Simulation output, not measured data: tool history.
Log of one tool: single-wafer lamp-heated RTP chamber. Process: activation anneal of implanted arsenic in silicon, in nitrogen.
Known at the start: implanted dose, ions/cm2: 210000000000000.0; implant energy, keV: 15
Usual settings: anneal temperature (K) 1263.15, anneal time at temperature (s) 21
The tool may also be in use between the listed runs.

| run | day | anneal temperature (K) | anneal time at temperature (s) | wafers since the last listed run | wafers since the last pyrometer calibration | wafers since the reflector plate was cleaned | hours since the gauge calibration | read-back reference wafer on the same gauge, sheet resistance | sheet resistance of the implanted and annealed layer (ohm/square) |
|---|---|---|---|---|---|---|---|---|---|
| 1 | 0.000 | 1252.15 | 18 | 0 | 4192 | 2713 | 255.4 | 347.10 | 362.70 |
| 2 | 0.500 | 1252.15 | 18 | 194 | 4387 | 2908 | 267.4 | 346.81 | 362.42 |
|  | 1.254 | reflector plate cleaned |
| 3 | 1.275 | 1252.15 | 18 | 172 | 4559 | 8 | 286.0 | 346.33 | 362.11 |
| 4 | 1.604 | 1263.15 | 21 | 128 | 4687 | 137 | 293.9 | 346.15 | 360.00 |
| 5 | 1.917 | 1263.15 | 21 | 121 | 4809 | 259 | 301.4 | 346.09 | 360.36 |
| 6 | 3.304 | 1263.15 | 21 | 541 | 5350 | 800 | 334.7 | 345.11 | 358.15 |
|  | 4.254 | gauge calibrated |
| 7 | 4.967 | 1263.15 | 21 | 648 | 5999 | 1448 | 17.1 | 349.95 | 364.93 |
| 8 | 5.558 | 1263.15 | 25 | 230 | 6230 | 1679 | 31.3 | 349.99 | 362.35 |
| 9 | 5.892 | 1263.15 | 21 | 129 | 6360 | 1809 | 39.3 | 349.91 | 364.37 |
| 10 | 6.279 | 1263.15 | 21 | 151 | 6511 | 1960 | 48.6 | 349.97 | 363.36 |
|  | 7.671 | pyrometer window cleaned and pyrometer calibrated |
| 11 | 7.692 | 1290.15 | 14 | 420 | 8 | 2381 | 82.5 | 349.65 | 362.80 |
| 12 | 8.046 | 1245.15 | 13 | 138 | 146 | 2519 | 91.0 | 349.75 | 366.85 |
| 13 | 8.667 | 1286.15 | 10 | 242 | 388 | 2761 | 105.9 | 349.52 | 363.76 |
| 14 | 9.308 | 1263.15 | 21 | 250 | 639 | 3011 | 121.3 | 349.35 | 361.89 |
|  | 9.683 | reflector plate cleaned |
| 15 | 9.767 | 1263.15 | 21 | 48 | 687 | 33 | 132.3 | 349.25 | 362.85 |
| 16 | 10.371 | 1263.15 | 10 | 235 | 923 | 268 | 146.8 | 349.10 | 366.36 |
| 17 | 10.696 | 1263.15 | 31 | 126 | 1050 | 395 | 154.6 | 348.82 | 360.37 |
| 18 | 11.254 | 1263.15 | 21 | 217 | 1267 | 613 | 168.0 | 348.72 | 362.54 |
| 19 | 11.525 | 1235.15 | 21 | 105 | 1373 | 718 | 174.5 | 348.64 | 365.56 |
| 20 | 11.954 | 1263.15 | 21 | 167 | 1540 | 886 | 184.8 | 348.49 | 362.38 |
| 21 | 12.242 | 1253.15 | 17 | 112 | 1653 | 998 | 191.7 | 348.45 | 363.62 |

How the hidden state differs across the entries between the runs, from the last listed run before each to the first after it:
Between runs 2 and 3: reflector plate cleaned (day 1.254)
  gauge reads high (%): -0.892 -> -1.02
  measured less the result without the state, sheet resistance of the implanted and annealed layer (ohm/square): -3.27 -> -3.74
Between runs 6 and 7: gauge calibrated (day 4.254)
  gauge reads high (%): -1.41 -> -0.00787
  measured less the result without the state, sheet resistance of the implanted and annealed layer (ohm/square): -5.10 -> -0.03
Between runs 10 and 11: pyrometer window cleaned and pyrometer calibrated (day 7.671)
  gauge reads high (%): -0.0341 -> -0.0904
  measured less the result without the state, sheet resistance of the implanted and annealed layer (ohm/square): -0.12 -> -0.33
Between runs 14 and 15: reflector plate cleaned (day 9.683)
  gauge reads high (%): -0.191 -> -0.226
  measured less the result without the state, sheet resistance of the implanted and annealed layer (ohm/square): -0.69 -> -0.82
